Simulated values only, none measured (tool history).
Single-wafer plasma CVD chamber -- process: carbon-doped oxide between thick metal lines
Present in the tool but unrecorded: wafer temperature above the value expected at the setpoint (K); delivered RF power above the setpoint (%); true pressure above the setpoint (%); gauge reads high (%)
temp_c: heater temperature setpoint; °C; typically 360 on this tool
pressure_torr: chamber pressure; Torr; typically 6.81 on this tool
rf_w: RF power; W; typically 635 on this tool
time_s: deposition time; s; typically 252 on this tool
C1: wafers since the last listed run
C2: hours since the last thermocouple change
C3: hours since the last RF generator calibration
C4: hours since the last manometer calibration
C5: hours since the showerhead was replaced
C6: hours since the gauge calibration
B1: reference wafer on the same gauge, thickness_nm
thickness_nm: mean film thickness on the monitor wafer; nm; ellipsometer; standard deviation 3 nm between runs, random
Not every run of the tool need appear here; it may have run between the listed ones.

run 1 hour=0.0 | temp_c=364 pressure_torr=6.81 rf_w=635 time_s=252 | C1=0 C2=1193.1 C3=783.5 C4=1037.8 C5=6541.8 C6=91.4 | B1=1639.652 | thickness_nm=1428.013
run 2 hour=16.2 | temp_c=360 pressure_torr=7.56 rf_w=635 time_s=252 | C1=137 C2=1209.3 C3=799.7 C4=1054.0 C5=6558.0 C6=107.6 | B1=1639.720 | thickness_nm=1458.143
run 3 hour=26.9 | temp_c=360 pressure_torr=6.81 rf_w=635 time_s=252 | C1=91 C2=1220.0 C3=810.4 C4=1064.7 C5=6568.7 C6=118.3 | B1=1640.344 | thickness_nm=1443.151
run 4 hour=35.3 | temp_c=360 pressure_torr=6.81 rf_w=635 time_s=252 | C1=71 C2=1228.4 C3=818.8 C4=1073.1 C5=6577.1 C6=126.7 | B1=1640.885 | thickness_nm=1441.925
-- hour=37.0 gauge calibrated
run 5 hour=41.5 | temp_c=360 pressure_torr=6.81 rf_w=635 time_s=252 | C1=52 C2=1234.6 C3=825.0 C4=1079.3 C5=6583.3 C6=4.5 | B1=1640.023 | thickness_nm=1439.948
run 6 hour=48.1 | temp_c=360 pressure_torr=6.45 rf_w=635 time_s=252 | C1=56 C2=1241.2 C3=831.6 C4=1085.9 C5=6589.9 C6=11.1 | B1=1639.083 | thickness_nm=1424.863
-- hour=79.7 thermocouple changed; heater temperature recalibrated
-- hour=85.3 RF generator calibrated
run 7 hour=85.8 | temp_c=360 pressure_torr=6.45 rf_w=635 time_s=252 | C1=205 C2=6.1 C3=0.5 C4=1123.6 C5=6627.6 C6=48.8 | B1=1639.304 | thickness_nm=1476.166
run 8 hour=91.3 | temp_c=360 pressure_torr=6.45 rf_w=635 time_s=252 | C1=46 C2=11.6 C3=6.0 C4=1129.1 C5=6633.1 C6=54.3 | B1=1639.605 | thickness_nm=1477.314
run 9 hour=107.5 | temp_c=360 pressure_torr=6.81 rf_w=635 time_s=252 | C1=137 C2=27.8 C3=22.2 C4=1145.3 C5=6649.3 C6=70.5 | B1=1639.346 | thickness_nm=1494.104
run 10 hour=120.8 | temp_c=360 pressure_torr=6.81 rf_w=635 time_s=252 | C1=113 C2=41.1 C3=35.5 C4=1158.6 C5=6662.6 C6=83.8 | B1=1639.873 | thickness_nm=1490.126
run 11 hour=133.7 | temp_c=360 pressure_torr=6.81 rf_w=635 time_s=203 | C1=109 C2=54.0 C3=48.4 C4=1171.5 C5=6675.5 C6=96.7 | B1=1639.575 | thickness_nm=1198.259
-- hour=151.7 capacitance manometer re-zeroed and calibrated
run 12 hour=152.2 | temp_c=360 pressure_torr=6.81 rf_w=635 time_s=252 | C1=89 C2=72.5 C3=66.9 C4=0.5 C5=6694.0 C6=115.2 | B1=1639.524 | thickness_nm=1484.661
run 13 hour=157.5 | temp_c=360 pressure_torr=5.13 rf_w=635 time_s=208 | C1=45 C2=77.8 C3=72.2 C4=5.8 C5=6699.3 C6=120.5 | B1=1639.614 | thickness_nm=1139.365
run 14 hour=165.9 | temp_c=360 pressure_torr=6.81 rf_w=635 time_s=252 | C1=71 C2=86.2 C3=80.6 C4=14.2 C5=6707.7 C6=128.9 | B1=1639.992 | thickness_nm=1483.165
-- hour=166.0 gauge calibrated
run 15 hour=175.3 | temp_c=360 pressure_torr=8.36 rf_w=635 time_s=252 | C1=80 C2=95.6 C3=90.0 C4=23.6 C5=6717.1 C6=9.3 | B1=1640.090 | thickness_nm=1519.530
run 16 hour=182.9 | temp_c=351 pressure_torr=8.29 rf_w=635 time_s=252 | C1=64 C2=103.2 C3=97.6 C4=31.2 C5=6724.7 C6=16.9 | B1=1640.680 | thickness_nm=1560.714
-- hour=192.7 showerhead replaced
run 17 hour=197.3 | temp_c=360 pressure_torr=6.81 rf_w=635 time_s=252 | C1=54 C2=117.6 C3=112.0 C4=45.6 C5=4.6 C6=31.3 | B1=1639.824 | thickness_nm=1485.162
run 18 hour=213.7 | temp_c=360 pressure_torr=5.75 rf_w=515 time_s=234 | C1=139 C2=134.0 C3=128.4 C4=62.0 C5=21.0 C6=47.7 | B1=1640.412 | thickness_nm=1213.639
run 19 hour=227.6 | temp_c=360 pressure_torr=6.81 rf_w=705 time_s=225 | C1=118 C2=147.9 C3=142.3 C4=75.9 C5=34.9 C6=61.6 | B1=1639.982 | thickness_nm=1381.519
run 20 hour=244.6 | temp_c=348 pressure_torr=6.81 rf_w=760 time_s=252 | C1=144 C2=164.9 C3=159.3 C4=92.9 C5=51.9 C6=78.6 | B1=1640.331 | thickness_nm=1660.216

Consider 5 possible next runs. They are alternatives, not a sequence: every one starts from the tool as it was left by run 20. What does each give?
run A hour=245.1 | temp_c=360 pressure_torr=6.81 rf_w=635 time_s=288 | C1=4 C2=165.4 C3=159.8 C4=93.4 C5=52.4 C6=79.1 | B1=? | thickness_nm=?
run B hour=245.1 | temp_c=371 pressure_torr=6.81 rf_w=635 time_s=298 | C1=4 C2=165.4 C3=159.8 C4=93.4 C5=52.4 C6=79.1 | B1=? | thickness_nm=?
run C hour=245.1 | temp_c=360 pressure_torr=7.63 rf_w=635 time_s=291 | C1=4 C2=165.4 C3=159.8 C4=93.4 C5=52.4 C6=79.1 | B1=? | thickness_nm=?
run D hour=245.1 | temp_c=360 pressure_torr=6.81 rf_w=575 time_s=252 | C1=4 C2=165.4 C3=159.8 C4=93.4 C5=52.4 C6=79.1 | B1=? | thickness_nm=?
run E hour=245.1 | temp_c=360 pressure_torr=7.79 rf_w=635 time_s=252 | C1=4 C2=165.4 C3=159.8 C4=93.4 C5=52.4 C6=79.1 | B1=? | thickness_nm=?

run=A B1=1640.150 thickness_nm=1693.716
run=B B1=1640.150 thickness_nm=1705.608
run=C B1=1640.150 thickness_nm=1734.855
run=D B1=1640.150 thickness_nm=1419.307
run=E B1=1640.150 thickness_nm=1506.004
What these runs would have given with no unlogged condition in the tool:
run=A thickness_nm=1706.731
run=B thickness_nm=1718.714
run=C thickness_nm=1748.186
run=D thickness_nm=1430.213
run=E thickness_nm=1517.576
